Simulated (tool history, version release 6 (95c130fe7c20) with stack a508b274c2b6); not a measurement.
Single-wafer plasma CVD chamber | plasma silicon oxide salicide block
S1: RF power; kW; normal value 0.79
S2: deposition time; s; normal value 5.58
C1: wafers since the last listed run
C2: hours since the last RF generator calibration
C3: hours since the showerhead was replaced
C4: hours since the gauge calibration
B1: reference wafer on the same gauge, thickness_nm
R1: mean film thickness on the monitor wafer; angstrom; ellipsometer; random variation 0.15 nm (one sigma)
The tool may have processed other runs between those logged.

run,hour,S1,S2,C1,C2,C3,C4,B1,R1
1,0,0.79,5.58,0,980,3721.2,412.9,58.51,615.61
2,65.7,0.665,5.86,2375,1045.7,3786.9,478.6,58.505,611.08
3,106.4,0.665,5.86,1471,1086.4,3827.6,519.3,58.481,610.4
4,141.9,0.665,5.86,1283,1121.9,3863.1,554.8,58.538,611.62
5,174.8,0.79,5.58,1189,1154.8,3896,587.7,58.441,611.01
6,261,0.79,5.58,3116,1241,3982.2,673.9,58.459,611.48
7,322.4,0.79,5.58,2219,1302.4,4043.6,735.3,58.478,608.6
8,350.9,0.79,5.58,1030,1330.9,4072.1,763.8,58.474,608.69
9,398.2,0.915,5.3,1710,1378.2,4119.4,811.1,58.533,601
# hour 436: showerhead replaced
10,439.5,0.79,4.68,1203,1419.5,3.5,852.4,58.482,508.58
11,476.4,0.79,4.54,1334,1456.4,40.4,889.3,58.512,490.07
# hour 481.4: gauge calibrated
12,514.5,0.79,6.24,1377,1494.5,78.5,33.1,58.517,676.49
# hour 535: RF generator calibrated
13,562.5,0.69,6.18,1446,27.5,126.5,81.1,58.438,660.06
14,619.9,0.725,5.24,2075,84.9,183.9,138.5,58.499,571.14
15,664,0.665,5.94,1594,129,228,182.6,58.512,629.53
16,705.9,0.665,5.86,1514,170.9,269.9,224.5,58.529,619.58
17,743.6,0.79,5.58,1362,208.6,307.6,262.2,58.49,619.08

Hidden state at the last listed run before each entry between runs and at the first one after, where it differs:
Run 9 -> run 10: showerhead replaced (hour 436)
  delivered RF power above the setpoint (%): -8.45 -> -8.88
  the result without the hidden state subtracted from the measured one, R1: -15.7 -> -13.99 angstrom
Run 11 -> run 12: gauge calibrated (hour 481.4)
  delivered RF power above the setpoint (%): -9.27 -> -9.68
  the result without the hidden state subtracted from the measured one, R1: -14.12 -> -20.43 angstrom
Run 12 -> run 13: RF generator calibrated (hour 535)
  delivered RF power above the setpoint (%): -9.68 -> -0.194
  the result without the hidden state subtracted from the measured one, R1: -20.43 -> -0.38 angstrom
